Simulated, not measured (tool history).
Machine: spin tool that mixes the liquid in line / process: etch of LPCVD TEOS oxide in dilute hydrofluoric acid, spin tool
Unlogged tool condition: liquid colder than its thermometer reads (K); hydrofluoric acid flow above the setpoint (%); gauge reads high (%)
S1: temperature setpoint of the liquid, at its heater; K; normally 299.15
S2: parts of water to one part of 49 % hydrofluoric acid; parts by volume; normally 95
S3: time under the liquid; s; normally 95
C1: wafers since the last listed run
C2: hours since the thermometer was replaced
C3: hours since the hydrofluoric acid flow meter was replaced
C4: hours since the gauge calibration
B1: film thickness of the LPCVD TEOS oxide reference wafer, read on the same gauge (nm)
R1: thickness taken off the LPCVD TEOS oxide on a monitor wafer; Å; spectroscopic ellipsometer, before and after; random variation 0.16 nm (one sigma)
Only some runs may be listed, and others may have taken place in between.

run 1 hour=0 | S1=299.15 S2=95 S3=95 | C1=0 C2=499.1 C3=692 C4=74.8 | B1=130.01 | R1=364.9
run 2 hour=21.4 | S1=299.15 S2=95 S3=95 | C1=132 C2=520.5 C3=713.4 C4=96.2 | B1=130 | R1=364.9
run 3 hour=52.2 | S1=299.15 S2=95 S3=95 | C1=190 C2=551.3 C3=744.2 C4=127 | B1=130 | R1=363.3
run 4 hour=82.3 | S1=297.65 S2=95 S3=95 | C1=186 C2=581.4 C3=774.3 C4=157.1 | B1=130 | R1=340.9
run 5 hour=98.7 | S1=299.15 S2=55 S3=95 | C1=101 C2=597.8 C3=790.7 C4=173.5 | B1=129.99 | R1=659.6
run 6 hour=121.1 | S1=299.15 S2=55 S3=95 | C1=138 C2=620.2 C3=813.1 C4=195.9 | B1=129.98 | R1=658.5
run 7 hour=147.7 | S1=299.15 S2=85 S3=95 | C1=164 C2=646.8 C3=839.7 C4=222.5 | B1=130.03 | R1=410.4
run 8 hour=161.4 | S1=294.65 S2=95 S3=95 | C1=84 C2=660.5 C3=853.4 C4=236.2 | B1=130 | R1=300.5
-- hour=166.4 hydrofluoric acid flow meter replaced
run 9 hour=174 | S1=294.65 S2=45 S3=130 | C1=71 C2=673.1 C3=7.6 C4=248.8 | B1=129.98 | R1=871.4
-- hour=181.1 gauge calibrated
run 10 hour=198 | S1=299.15 S2=95 S3=95 | C1=148 C2=697.1 C3=31.6 C4=16.9 | B1=130.01 | R1=340.7
-- hour=223.8 thermometer replaced
run 11 hour=227 | S1=299.15 S2=95 S3=95 | C1=173 C2=3.2 C3=60.6 C4=45.9 | B1=130.01 | R1=369.1
run 12 hour=240.5 | S1=299.15 S2=75 S3=70 | C1=83 C2=16.7 C3=74.1 C4=59.4 | B1=130 | R1=354.5
run 13 hour=264.4 | S1=297.65 S2=70 S3=145 | C1=148 C2=40.6 C3=98 C4=83.3 | B1=130 | R1=739.3
run 14 hour=289.2 | S1=299.15 S2=95 S3=125 | C1=153 C2=65.4 C3=122.8 C4=108.1 | B1=130 | R1=483.7

Pick out some run-to-run changes in R1. Of each, how much would a tool without hidden state show as well, from the settings, what came in and chance, and how much is left for the hidden state and any gauge scatter not in both results compared?
Run 8 -> 9: S2 95 -> 45, S3 95 -> 130, hydrofluoric acid flow meter replaced. R1 +570.9 Å: hidden state -74.3, all else +645.2.
